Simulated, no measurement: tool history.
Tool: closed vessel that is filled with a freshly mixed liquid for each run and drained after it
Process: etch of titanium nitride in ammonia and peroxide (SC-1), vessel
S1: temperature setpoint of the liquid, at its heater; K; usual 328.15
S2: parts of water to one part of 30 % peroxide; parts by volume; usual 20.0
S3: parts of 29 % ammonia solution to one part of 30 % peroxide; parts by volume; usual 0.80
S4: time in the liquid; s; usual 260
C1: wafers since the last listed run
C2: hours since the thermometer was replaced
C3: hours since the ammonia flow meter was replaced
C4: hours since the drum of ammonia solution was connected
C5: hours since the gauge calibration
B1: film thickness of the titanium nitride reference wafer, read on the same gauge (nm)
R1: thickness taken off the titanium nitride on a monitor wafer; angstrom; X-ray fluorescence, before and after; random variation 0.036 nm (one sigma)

run    hour      S1    S2    S3   S4     C1      C2      C3     C4      C5     B1     R1
  1     0.0  328.15  20.0  0.80  260      0  1945.4  1088.0  241.7  1168.4  70.01   96.8
  2    98.2  328.15  20.0  0.80  260  10420  2043.6  1186.2  339.9  1266.6  70.02   97.4
  3   151.8  328.15  20.0  0.80  260   5688  2097.2  1239.8  393.5  1320.2  69.99   97.0
  4   195.0  328.15  20.0  0.80  340   4584  2140.4  1283.0  436.7  1363.4  70.01  127.1
  5   279.7  328.15  20.0  0.80  340   8988  2225.1  1367.7  521.4  1448.1  70.01  127.2
  6   360.3  328.15  20.0  0.80  340   8553  2305.7  1448.3  602.0  1528.7  70.01  127.0
  7   415.3  328.15  20.0  0.80  260   5836  2360.7  1503.3  657.0  1583.7  69.98   96.8
      459.7  -- ammonia flow meter replaced
      466.1  -- thermometer replaced
  8   469.7  328.15  20.0  0.80  260   5560     3.6    10.0  711.4  1638.1  70.00   92.6
      519.1  -- new drum of ammonia solution connected
  9   522.3  328.15  20.0  0.80  260   5475    56.2    62.6    3.2  1690.7  70.01   94.4
 10   612.9  328.15  20.0  0.80  330   9614   146.8   153.2   93.8  1781.3  69.98  119.5
 11   682.6  328.15  20.0  0.80  330   7396   216.5   222.9  163.5  1851.0  70.01  120.6
      760.6  -- gauge calibrated
 12   773.2  328.15  20.0  0.80  260   9614   307.1   313.5  254.1    12.6  70.03   94.0
 13   849.3  324.15  16.0  0.55  360   8075   383.2   389.6  330.2    88.7  70.01  105.3
 14   890.1  322.15  20.0  0.95  210   4329   424.0   430.4  371.0   129.5  70.01   52.2
 15  1199.5  318.65  11.0  1.05  180  32833   733.4   739.8  680.4   438.9  70.00   48.7
 16  1238.8  328.15  14.0  1.15  260   4170   772.7   779.1  719.7   478.2  69.99  121.0
 17  1283.4  328.15  20.0  0.80  260   4732   817.3   823.7  764.3   522.8  70.03   94.5
 18  1341.2  328.15  20.0  0.80  260   6133   875.1   881.5  822.1   580.6  70.00   93.9
     1405.7  -- new drum of ammonia solution connected
 19  1433.7  320.15  20.0  0.80  380   9709   967.6   974.0   28.0   673.1  70.02   81.4
 20  1483.7  331.15  20.0  0.80  170   5305  1017.6  1024.0   78.0   723.1  70.01   77.5
 21  1564.3  328.15  20.0  0.80  260   8553  1098.2  1104.6  158.6   803.7  69.99   97.5

Run 22 comes next. What will it give?
 22  1667.5  328.15  23.5  1.15  110  10951  1201.4  1207.8  261.8  906.9   ?   ?

Run 22 gave B1 70.00, R1 39.6 angstrom.
Without the tool's hidden state the same run would have given R1 38.3 angstrom.
